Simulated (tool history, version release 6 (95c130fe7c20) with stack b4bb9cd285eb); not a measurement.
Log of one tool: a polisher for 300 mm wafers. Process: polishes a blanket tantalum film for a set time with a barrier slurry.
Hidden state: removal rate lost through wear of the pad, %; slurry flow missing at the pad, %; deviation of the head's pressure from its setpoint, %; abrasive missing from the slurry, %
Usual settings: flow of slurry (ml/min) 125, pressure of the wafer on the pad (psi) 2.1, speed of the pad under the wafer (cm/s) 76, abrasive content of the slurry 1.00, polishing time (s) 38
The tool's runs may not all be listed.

run    hour  flow of slurry (ml/min)  pressure of the wafer on the pad (psi)  speed of the pad under the wafer (cm/s)  abrasive content of the slurry  polishing time (s)  wafers since the last listed run  wafers polished on this pad  hours since the slurry nozzle was cleaned  hours since the head pressure was calibrated  hours since the slurry blender was calibrated  incoming thickness of the incoming film, nm  film removed (Å)
  1     0.0                      125                                     2.1                                       76                            1.00                  38                                 0                         2484                                      391.5                                         178.4                                          204.7                                        384.9               396
  2   102.9                      125                                     2.1                                       76                            1.10                  38                              1516                         4000                                      494.4                                         281.3                                          307.6                                        390.9               407
      115.6  -- slurry nozzle cleaned
  3   195.8                      125                                     2.1                                       76                            1.10                  38                              1354                         5355                                       80.2                                         374.2                                          400.5                                        385.0               385
  4   240.9                      125                                     2.1                                       76                            1.10                  38                               664                         6019                                      125.3                                         419.3                                          445.6                                        389.7               373
      251.0  -- slurry blender recalibrated
      274.3  -- head pressure recalibrated
  5   304.4                      125                                     2.1                                       76                            1.00                  38                               876                         6896                                      188.8                                          30.1                                           53.4                                        383.6               375
      389.3  -- worn pad replaced by a new one
  6   411.1                      125                                     2.1                                       76                            1.00                  38                              1513                          320                                      295.5                                         136.8                                          160.1                                        394.2               416
  7   636.3                      125                                     2.1                                       76                            1.00                  38                              3318                         3639                                      520.7                                         362.0                                          385.3                                        391.5               392
      666.6  -- slurry nozzle cleaned
  8   749.0                      125                                     2.1                                       76                            1.00                  38                              1646                         5285                                       82.4                                         474.7                                          498.0                                        392.5               381
      769.0  -- slurry blender recalibrated
      787.6  -- head pressure recalibrated
  9   816.3                      125                                     2.1                                       76                            1.00                  38                               932                         6218                                      149.7                                          28.7                                           47.3                                        392.1               400
      890.7  -- worn pad replaced by a new one
 10   896.9                      125                                     2.1                                       76                            1.00                  38                              1128                           91                                      230.3                                         109.3                                          127.9                                        388.7               410
 11   952.5                      125                                     2.1                                       76                            1.00                  38                               819                          911                                      285.9                                         164.9                                          183.5                                        389.5               409
 12  1013.4                      125                                     2.1                                       76                            1.00                  38                               897                         1808                                      346.8                                         225.8                                          244.4                                        388.8               396
 13  1088.3                      125                                     2.1                                       76                            1.00                  38                              1103                         2912                                      421.7                                         300.7                                          319.3                                        384.9               382
     1093.4  -- slurry nozzle cleaned
 14  1158.4                      125                                     2.1                                       76                            1.00                  38                              1018                         3930                                       65.0                                         370.8                                          389.4                                        388.2               381
 15  1200.8                      125                                     2.1                                       76                            1.00                  38                               624                         4555                                      107.4                                         413.2                                          431.8                                        393.8               372
     1270.2  -- head pressure recalibrated
     1272.9  -- slurry blender recalibrated
 16  1279.8                      125                                     2.1                                       76                            1.00                  38                              1105                         5660                                      186.4                                           9.6                                            6.9                                        389.2               405
     1322.1  -- worn pad replaced by a new one
 17  1372.2                      110                                     1.5                                       90                            1.00                  38                              1302                          738                                      278.8                                         102.0                                           99.3                                        388.6               371
 18  1476.4                      125                                     2.1                                       76                            1.00                  38                              1535                         2274                                      383.0                                         206.2                                          203.5                                        397.8               406
 19  1566.6                      125                                     1.9                                       76                            1.10                  38                              1329                         3603                                      473.2                                         296.4                                          293.7                                        391.0               374
 20  1619.3                      140                                     2.6                                       76                            1.00                  49                               776                         4380                                      525.9                                         349.1                                          346.4                                        392.3               579
     1629.4  -- slurry nozzle cleaned
     1699.4  -- slurry blender recalibrated
 21  1706.6                      105                                     2.1                                       68                            0.80                  50                              1242                         5622                                       77.2                                         436.4                                            7.2                                        388.8               403
     1786.5  -- head pressure recalibrated
 22  1799.8                       90                                     2.1                                       60                            1.00                  29                              1343                         6966                                      170.4                                          13.3                                          100.4                                        387.7               221
     1836.0  -- worn pad replaced by a new one
 23  1872.3                      125                                     2.1                                       88                            1.00                  38                              1009                          535                                      242.9                                          85.8                                          172.9                                        390.3               470
 24  1938.7                      125                                     2.1                                       76                            1.00                  38                               978                         1513                                      309.3                                         152.2                                          239.3                                        392.4               398
 25  1978.5                      125                                     2.1                                       76                            1.00                  38                               586                         2100                                      349.1                                         192.0                                          279.1                                        386.0               402
 26  2070.2                      125                                     2.6                                       76                            1.00                  38                              1351                         3451                                      440.8                                         283.7                                          370.8                                        387.3               450
 27  2155.8                      125                                     2.3                                       76                            1.00                  49                              1261                         4713                                      526.4                                         369.3                                          456.4                                        395.5               508
     2184.7  -- slurry nozzle cleaned
     2230.2  -- slurry blender recalibrated
     2254.9  -- worn pad replaced by a new one
 28  2258.5                      125                                     2.8                                       54                            0.85                  38                              1410                           53                                       73.8                                         472.0                                           28.3                                        396.4               351
 29  2298.9                      145                                     2.1                                       64                            1.25                  42                               595                          648                                      114.2                                         512.4                                           68.7                                        387.6               413
     2303.6  -- head pressure recalibrated
 30  2349.4                      125                                     2.1                                       58                            0.75                  38                               714                         1363                                      164.7                                          45.8                                          119.2                                        387.0               307

Hidden state at the last listed run before each entry between runs and at the first one after, where it differs:
Between runs 2 and 3: slurry nozzle cleaned (hour 115.6)
  removal rate lost through wear of the pad, %: 4.32 -> 7.32; deviation of the head's pressure from its setpoint, %: -10.9 -> -11.8
  measured less the result without the state, film removed (Å): -51 -> -65
Between runs 4 and 5: slurry blender recalibrated (hour 251.0); head pressure recalibrated (hour 274.3)
  removal rate lost through wear of the pad, %: 9.09 -> 11.9; deviation of the head's pressure from its setpoint, %: -12.1 -> -1.6
  measured less the result without the state, film removed (Å): -73 -> -55
Between runs 5 and 6: worn pad replaced by a new one (hour 389.3)
  removal rate lost through wear of the pad, %: 11.9 -> 0.198; deviation of the head's pressure from its setpoint, %: -1.6 -> -6.62
  measured less the result without the state, film removed (Å): -55 -> -19
Between runs 7 and 8: slurry nozzle cleaned (hour 666.6)
  removal rate lost through wear of the pad, %: 3.27 -> 6.74; deviation of the head's pressure from its setpoint, %: -10.7 -> -11.3
  measured less the result without the state, film removed (Å): -44 -> -60
Between runs 8 and 9: slurry blender recalibrated (hour 769.0); head pressure recalibrated (hour 787.6)
  removal rate lost through wear of the pad, %: 6.74 -> 9.43; deviation of the head's pressure from its setpoint, %: -11.3 -> -2.71
  measured less the result without the state, film removed (Å): -60 -> -49
Between runs 9 and 10: worn pad replaced by a new one (hour 890.7)
  removal rate lost through wear of the pad, %: 9.43 -> 0.555; deviation of the head's pressure from its setpoint, %: -2.71 -> -6.82
  measured less the result without the state, film removed (Å): -49 -> -22
Between runs 13 and 14: slurry nozzle cleaned (hour 1093.4)
  removal rate lost through wear of the pad, %: 2.54 -> 4.19; deviation of the head's pressure from its setpoint, %: -11.2 -> -11.9
  measured less the result without the state, film removed (Å): -41 -> -51
Between runs 15 and 16: head pressure recalibrated (hour 1270.2); slurry blender recalibrated (hour 1272.9)
  removal rate lost through wear of the pad, %: 5.44 -> 8.24; deviation of the head's pressure from its setpoint, %: -12.2 -> -1.05
  measured less the result without the state, film removed (Å): -55 -> -39
Between runs 16 and 17: worn pad replaced by a new one (hour 1322.1)
  removal rate lost through wear of the pad, %: 8.24 -> 1.47; deviation of the head's pressure from its setpoint, %: -1.05 -> -6.18
  measured less the result without the state, film removed (Å): -39 -> -22
Between runs 20 and 21: slurry nozzle cleaned (hour 1629.4); slurry blender recalibrated (hour 1699.4)
  removal rate lost through wear of the pad, %: 5.83 -> 8.85; deviation of the head's pressure from its setpoint, %: -11.4 -> -12
  measured less the result without the state, film removed (Å): -85 -> -77
Between runs 21 and 22: head pressure recalibrated (hour 1786.5)
  removal rate lost through wear of the pad, %: 8.85 -> 12.9; deviation of the head's pressure from its setpoint, %: -12 -> -1.33
  measured less the result without the state, film removed (Å): -77 -> -35
Between runs 22 and 23: worn pad replaced by a new one (hour 1836.0)
  removal rate lost through wear of the pad, %: 12.9 -> 2.92; deviation of the head's pressure from its setpoint, %: -1.33 -> -5.49
  measured less the result without the state, film removed (Å): -35 -> -32
Between runs 27 and 28: slurry nozzle cleaned (hour 2184.7); slurry blender recalibrated (hour 2230.2); worn pad replaced by a new one (hour 2254.9)
  removal rate lost through wear of the pad, %: 8.05 -> 1.93; deviation of the head's pressure from its setpoint, %: -11.6 -> -12.2
  measured less the result without the state, film removed (Å): -90 -> -38
Between runs 29 and 30: head pressure recalibrated (hour 2303.6)
  removal rate lost through wear of the pad, %: 2.03 -> 2.38; deviation of the head's pressure from its setpoint, %: -12.3 -> -2.43
  measured less the result without the state, film removed (Å): -46 -> -13

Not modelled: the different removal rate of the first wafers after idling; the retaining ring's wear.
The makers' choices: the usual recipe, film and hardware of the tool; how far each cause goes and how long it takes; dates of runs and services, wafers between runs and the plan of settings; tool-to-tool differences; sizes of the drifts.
